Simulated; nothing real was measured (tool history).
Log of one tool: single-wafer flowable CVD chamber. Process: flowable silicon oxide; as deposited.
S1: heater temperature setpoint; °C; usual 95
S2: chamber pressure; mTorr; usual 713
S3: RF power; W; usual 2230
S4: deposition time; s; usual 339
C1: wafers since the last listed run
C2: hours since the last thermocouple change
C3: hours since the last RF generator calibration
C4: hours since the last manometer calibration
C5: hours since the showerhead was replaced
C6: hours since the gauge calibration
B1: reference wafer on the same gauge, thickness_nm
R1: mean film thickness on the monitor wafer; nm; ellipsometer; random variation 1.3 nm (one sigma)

{"run": 1, "hour": 0.0, "S1": 95, "S2": 713, "S3": 2230, "S4": 339, "C1": 0, "C2": 1411.8, "C3": 551.4, "C4": 559.3, "C5": 4039.1, "C6": 95.7, "B1": 271.917, "R1": 232.018}
{"run": 2, "hour": 43.0, "S1": 95, "S2": 713, "S3": 2230, "S4": 339, "C1": 258, "C2": 1454.8, "C3": 594.4, "C4": 602.3, "C5": 4082.1, "C6": 138.7, "B1": 272.252, "R1": 232.582}
{"run": 3, "hour": 138.9, "S1": 91, "S2": 713, "S3": 2230, "S4": 339, "C1": 577, "C2": 1550.7, "C3": 690.3, "C4": 698.2, "C5": 4178.0, "C6": 234.6, "B1": 272.078, "R1": 270.326}
{"run": 4, "hour": 202.6, "S1": 95, "S2": 713, "S3": 2230, "S4": 389, "C1": 383, "C2": 1614.4, "C3": 754.0, "C4": 761.9, "C5": 4241.7, "C6": 298.3, "B1": 271.825, "R1": 266.695}
{"run": 5, "hour": 306.5, "S1": 95, "S2": 713, "S3": 2230, "S4": 339, "C1": 625, "C2": 1718.3, "C3": 857.9, "C4": 865.8, "C5": 4345.6, "C6": 402.2, "B1": 271.74, "R1": 230.858}
{"run": 6, "hour": 404.1, "S1": 95, "S2": 713, "S3": 2230, "S4": 339, "C1": 587, "C2": 1815.9, "C3": 955.5, "C4": 963.4, "C5": 4443.2, "C6": 499.8, "B1": 272.149, "R1": 228.018}
{"run": 7, "hour": 509.1, "S1": 95, "S2": 713, "S3": 2230, "S4": 359, "C1": 632, "C2": 1920.9, "C3": 1060.5, "C4": 1068.4, "C5": 4548.2, "C6": 604.8, "B1": 271.868, "R1": 239.371}
{"run": 8, "hour": 548.0, "S1": 95, "S2": 713, "S3": 2230, "S4": 359, "C1": 234, "C2": 1959.8, "C3": 1099.4, "C4": 1107.3, "C5": 4587.1, "C6": 643.7, "B1": 271.46, "R1": 242.928}
{"run": 9, "hour": 596.8, "S1": 95, "S2": 713, "S3": 2230, "S4": 359, "C1": 293, "C2": 2008.6, "C3": 1148.2, "C4": 1156.1, "C5": 4635.9, "C6": 692.5, "B1": 272.03, "R1": 240.458}
{"run": 10, "hour": 640.4, "S1": 95, "S2": 713, "S3": 2230, "S4": 367, "C1": 262, "C2": 2052.2, "C3": 1191.8, "C4": 1199.7, "C5": 4679.5, "C6": 736.1, "B1": 272.335, "R1": 243.781}
{"run": 11, "hour": 709.6, "S1": 95, "S2": 615, "S3": 2230, "S4": 339, "C1": 416, "C2": 2121.4, "C3": 1261.0, "C4": 1268.9, "C5": 4748.7, "C6": 805.3, "B1": 272.243, "R1": 196.411}
{"run": 12, "hour": 787.3, "S1": 103, "S2": 785, "S3": 2675, "S4": 311, "C1": 467, "C2": 2199.1, "C3": 1338.7, "C4": 1346.6, "C5": 4826.4, "C6": 883.0, "B1": 271.846, "R1": 173.248}
{"hour": 839.2, "done": "capacitance manometer re-zeroed and calibrated"}
{"run": 13, "hour": 894.4, "S1": 95, "S2": 713, "S3": 2230, "S4": 339, "C1": 596, "C2": 2306.2, "C3": 1445.8, "C4": 55.2, "C5": 4933.5, "C6": 990.1, "B1": 272.478, "R1": 233.579}
{"run": 14, "hour": 962.5, "S1": 95, "S2": 713, "S3": 2230, "S4": 339, "C1": 410, "C2": 2374.3, "C3": 1513.9, "C4": 123.3, "C5": 5001.6, "C6": 1058.2, "B1": 271.822, "R1": 235.537}
{"hour": 1203.9, "done": "showerhead replaced, of another model than before"}
{"run": 15, "hour": 1229.5, "S1": 95, "S2": 713, "S3": 2230, "S4": 357, "C1": 1559, "C2": 2641.3, "C3": 1780.9, "C4": 390.3, "C5": 25.6, "C6": 1325.2, "B1": 271.91, "R1": 246.58}
{"run": 16, "hour": 1331.8, "S1": 95, "S2": 713, "S3": 2660, "S4": 339, "C1": 616, "C2": 2743.6, "C3": 1883.2, "C4": 492.6, "C5": 127.9, "C6": 1427.5, "B1": 271.85, "R1": 239.306}
{"run": 17, "hour": 1390.1, "S1": 95, "S2": 713, "S3": 1930, "S4": 368, "C1": 351, "C2": 2801.9, "C3": 1941.5, "C4": 550.9, "C5": 186.2, "C6": 1485.8, "B1": 271.831, "R1": 240.715}
{"run": 18, "hour": 1471.5, "S1": 95, "S2": 713, "S3": 2230, "S4": 339, "C1": 490, "C2": 2883.3, "C3": 2022.9, "C4": 632.3, "C5": 267.6, "C6": 1567.2, "B1": 271.855, "R1": 231.66}
{"hour": 1552.0, "done": "thermocouple changed; heater temperature recalibrated"}
{"run": 19, "hour": 1574.2, "S1": 95, "S2": 713, "S3": 2230, "S4": 339, "C1": 570, "C2": 22.2, "C3": 2125.6, "C4": 735.0, "C5": 370.3, "C6": 1669.9, "B1": 272.376, "R1": 230.918}
{"hour": 1586.5, "done": "RF generator calibrated"}
{"hour": 1590.9, "done": "gauge calibrated"}
{"run": 20, "hour": 1649.8, "S1": 106, "S2": 592, "S3": 2560, "S4": 339, "C1": 407, "C2": 97.8, "C3": 63.3, "C4": 810.6, "C5": 445.9, "C6": 58.9, "B1": 272.59, "R1": 137.895}
{"run": 21, "hour": 1756.1, "S1": 99, "S2": 713, "S3": 1895, "S4": 339, "C1": 640, "C2": 204.1, "C3": 169.6, "C4": 916.9, "C5": 552.2, "C6": 165.2, "B1": 272.206, "R1": 187.821}
{"run": 22, "hour": 1933.7, "S1": 95, "S2": 713, "S3": 2230, "S4": 339, "C1": 1069, "C2": 381.7, "C3": 347.2, "C4": 1094.5, "C5": 729.8, "C6": 342.8, "B1": 272.076, "R1": 227.266}
{"run": 23, "hour": 2001.5, "S1": 100, "S2": 844, "S3": 2020, "S4": 322, "C1": 408, "C2": 449.5, "C3": 415.0, "C4": 1162.3, "C5": 797.6, "C6": 410.6, "B1": 271.538, "R1": 200.047}

Forecast each of these 3 alternatives for the next run:
{"run": "A", "hour": 2002.0, "S1": 95, "S2": 713, "S3": 2230, "S4": 339, "C1": 3, "C2": 450.0, "C3": 415.5, "C4": 1162.8, "C5": 798.1, "C6": 411.1, "B1": "?", "R1": "?"}
{"run": "B", "hour": 2002.0, "S1": 95, "S2": 543, "S3": 2480, "S4": 339, "C1": 3, "C2": 450.0, "C3": 415.5, "C4": 1162.8, "C5": 798.1, "C6": 411.1, "B1": "?", "R1": "?"}
{"run": "C", "hour": 2002.0, "S1": 95, "S2": 829, "S3": 2230, "S4": 294, "C1": 3, "C2": 450.0, "C3": 415.5, "C4": 1162.8, "C5": 798.1, "C6": 411.1, "B1": "?", "R1": "?"}

run=A B1=272.406 R1=227.843
run=B B1=272.406 R1=190.373
run=C B1=272.406 R1=222.646
Without the tool's hidden state the same runs would have given:
run=A R1=233.904
run=B R1=195.628
run=C R1=228.369
